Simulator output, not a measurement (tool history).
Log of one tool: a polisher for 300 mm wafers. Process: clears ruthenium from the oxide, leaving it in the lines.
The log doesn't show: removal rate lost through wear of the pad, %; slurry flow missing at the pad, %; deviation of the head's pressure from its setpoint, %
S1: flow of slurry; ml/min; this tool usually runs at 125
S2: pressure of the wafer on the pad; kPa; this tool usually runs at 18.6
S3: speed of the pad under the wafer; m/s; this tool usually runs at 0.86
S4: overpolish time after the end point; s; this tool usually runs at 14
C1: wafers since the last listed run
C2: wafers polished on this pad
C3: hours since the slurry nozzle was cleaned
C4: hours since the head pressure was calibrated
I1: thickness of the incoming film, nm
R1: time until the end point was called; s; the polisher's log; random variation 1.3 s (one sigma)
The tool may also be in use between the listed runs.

run 1 hour=0.0 | S1=125 S2=18.6 S3=0.76 S4=8 | C1=0 C2=1380 C3=329.5 C4=436.8 | I1=98.6 | R1=84.8
run 2 hour=50.5 | S1=125 S2=18.6 S3=0.76 S4=8 | C1=506 C2=1886 C3=380.0 C4=487.3 | I1=101.1 | R1=85.8
run 3 hour=119.0 | S1=125 S2=18.6 S3=0.76 S4=8 | C1=686 C2=2572 C3=448.5 C4=555.8 | I1=100.0 | R1=84.2
run 4 hour=162.9 | S1=90 S2=18.6 S3=0.76 S4=14 | C1=439 C2=3012 C3=492.4 C4=599.7 | I1=99.3 | R1=91.7
run 5 hour=261.7 | S1=135 S2=13.8 S3=0.86 S4=14 | C1=990 C2=4003 C3=591.2 C4=698.5 | I1=101.6 | R1=106.0
-- hour=276.8 head pressure recalibrated
run 6 hour=300.9 | S1=135 S2=13.8 S3=0.86 S4=14 | C1=372 C2=4375 C3=630.4 C4=24.1 | I1=98.8 | R1=106.5
-- hour=359.6 slurry nozzle cleaned
run 7 hour=371.3 | S1=135 S2=13.8 S3=0.86 S4=14 | C1=695 C2=5071 C3=11.7 C4=94.5 | I1=100.9 | R1=99.9
-- hour=424.8 worn pad replaced by a new one
run 8 hour=446.9 | S1=125 S2=18.6 S3=0.86 S4=11 | C1=717 C2=221 C3=87.3 C4=170.1 | I1=98.7 | R1=72.3
run 9 hour=500.0 | S1=125 S2=18.6 S3=0.86 S4=11 | C1=532 C2=754 C3=140.4 C4=223.2 | I1=99.8 | R1=74.3
run 10 hour=592.1 | S1=125 S2=18.6 S3=0.86 S4=14 | C1=922 C2=1676 C3=232.5 C4=315.3 | I1=99.5 | R1=77.8
run 11 hour=638.2 | S1=125 S2=18.6 S3=0.86 S4=14 | C1=461 C2=2138 C3=278.6 C4=361.4 | I1=98.8 | R1=77.7
run 12 hour=682.6 | S1=125 S2=18.6 S3=0.86 S4=14 | C1=444 C2=2583 C3=323.0 C4=405.8 | I1=101.5 | R1=78.3
run 13 hour=771.5 | S1=125 S2=18.6 S3=0.86 S4=14 | C1=890 C2=3474 C3=411.9 C4=494.7 | I1=100.1 | R1=78.2
run 14 hour=863.6 | S1=125 S2=18.6 S3=0.86 S4=14 | C1=922 C2=4397 C3=504.0 C4=586.8 | I1=101.4 | R1=79.2
run 15 hour=937.2 | S1=125 S2=24.1 S3=1.14 S4=14 | C1=737 C2=5135 C3=577.6 C4=660.4 | I1=100.6 | R1=45.1
-- hour=940.6 head pressure recalibrated
-- hour=992.6 slurry nozzle cleaned
run 16 hour=1019.1 | S1=85 S2=21.4 S3=1.04 S4=10 | C1=790 C2=5926 C3=26.5 C4=78.5 | I1=99.6 | R1=55.8
-- hour=1058.3 worn pad replaced by a new one
run 17 hour=1094.1 | S1=85 S2=18.6 S3=0.86 S4=14 | C1=711 C2=358 C3=101.5 C4=153.5 | I1=100.2 | R1=80.2
run 18 hour=1200.1 | S1=125 S2=18.6 S3=0.86 S4=20 | C1=1062 C2=1421 C3=207.5 C4=259.5 | I1=100.8 | R1=76.2
run 19 hour=1256.1 | S1=125 S2=18.6 S3=0.64 S4=6 | C1=561 C2=1982 C3=263.5 C4=315.5 | I1=100.1 | R1=100.5
run 20 hour=1352.9 | S1=125 S2=18.6 S3=0.86 S4=14 | C1=970 C2=2952 C3=360.3 C4=412.3 | I1=98.9 | R1=77.2
run 21 hour=1394.7 | S1=125 S2=22.8 S3=0.86 S4=18 | C1=418 C2=3371 C3=402.1 C4=454.1 | I1=100.7 | R1=64.0
run 22 hour=1437.0 | S1=125 S2=22.1 S3=0.66 S4=8 | C1=423 C2=3795 C3=444.4 C4=496.4 | I1=101.0 | R1=87.0
run 23 hour=1534.6 | S1=135 S2=18.6 S3=0.86 S4=8 | C1=978 C2=4773 C3=542.0 C4=594.0 | I1=100.2 | R1=78.0
-- hour=1578.0 slurry nozzle cleaned
run 24 hour=1622.4 | S1=125 S2=18.6 S3=0.86 S4=14 | C1=869 C2=5643 C3=44.4 C4=681.8 | I1=99.1 | R1=73.4
-- hour=1665.4 worn pad replaced by a new one
run 25 hour=1665.9 | S1=125 S2=18.6 S3=1.00 S4=14 | C1=395 C2=5 C3=87.9 C4=725.3 | I1=100.3 | R1=65.3
-- hour=1695.5 head pressure recalibrated
run 26 hour=1699.6 | S1=125 S2=20.7 S3=0.86 S4=14 | C1=317 C2=322 C3=121.6 C4=4.1 | I1=101.1 | R1=65.6
run 27 hour=1754.1 | S1=145 S2=18.6 S3=0.86 S4=18 | C1=546 C2=868 C3=176.1 C4=58.6 | I1=99.8 | R1=74.6
run 28 hour=1800.4 | S1=125 S2=18.6 S3=0.86 S4=14 | C1=463 C2=1332 C3=222.4 C4=104.9 | I1=98.6 | R1=73.9
run 29 hour=1891.1 | S1=95 S2=22.8 S3=0.86 S4=14 | C1=908 C2=2241 C3=313.1 C4=195.6 | I1=99.1 | R1=64.4
run 30 hour=1987.6 | S1=145 S2=18.6 S3=0.86 S4=14 | C1=967 C2=3208 C3=409.6 C4=292.1 | I1=100.0 | R1=74.1
run 31 hour=2071.5 | S1=170 S2=13.1 S3=1.12 S4=14 | C1=840 C2=4049 C3=493.5 C4=376.0 | I1=99.0 | R1=80.6
run 32 hour=2150.0 | S1=125 S2=18.6 S3=0.86 S4=14 | C1=786 C2=4836 C3=572.0 C4=454.5 | I1=100.8 | R1=80.9
run 33 hour=2215.7 | S1=125 S2=18.6 S3=0.64 S4=6 | C1=658 C2=5494 C3=637.7 C4=520.2 | I1=99.8 | R1=104.1
-- hour=2218.6 slurry nozzle cleaned
-- hour=2263.9 worn pad replaced by a new one
run 34 hour=2280.7 | S1=125 S2=18.6 S3=0.86 S4=14 | C1=601 C2=168 C3=62.1 C4=585.2 | I1=98.6 | R1=74.8
run 35 hour=2327.8 | S1=125 S2=22.1 S3=0.86 S4=10 | C1=472 C2=640 C3=109.2 C4=632.3 | I1=100.2 | R1=64.4
run 36 hour=2406.6 | S1=125 S2=18.6 S3=0.86 S4=14 | C1=789 C2=1430 C3=188.0 C4=711.1 | I1=99.7 | R1=75.5

Forecast each of these 5 alternatives for the next run:
run A hour=2407.1 | S1=165 S2=18.6 S3=0.86 S4=14 | C1=5 C2=1435 C3=188.5 C4=711.6 | I1=99.6 | R1=?
run B hour=2407.1 | S1=100 S2=15.2 S3=0.76 S4=20 | C1=5 C2=1435 C3=188.5 C4=711.6 | I1=99.6 | R1=?
run C hour=2407.1 | S1=150 S2=18.6 S3=0.68 S4=21 | C1=5 C2=1435 C3=188.5 C4=711.6 | I1=99.6 | R1=?
run D hour=2407.1 | S1=125 S2=13.1 S3=0.94 S4=17 | C1=5 C2=1435 C3=188.5 C4=711.6 | I1=99.6 | R1=?
run E hour=2407.1 | S1=170 S2=18.6 S3=1.12 S4=14 | C1=5 C2=1435 C3=188.5 C4=711.6 | I1=99.6 | R1=?

run=A R1=72.6
run=B R1=107.5
run=C R1=92.9
run=D R1=97.8
run=E R1=55.6
Stripped of hidden state, with their random variation kept, the same runs would have yielded:
run=A R1=72.1
run=B R1=106.4
run=C R1=92.2
run=D R1=96.9
run=E R1=55.2
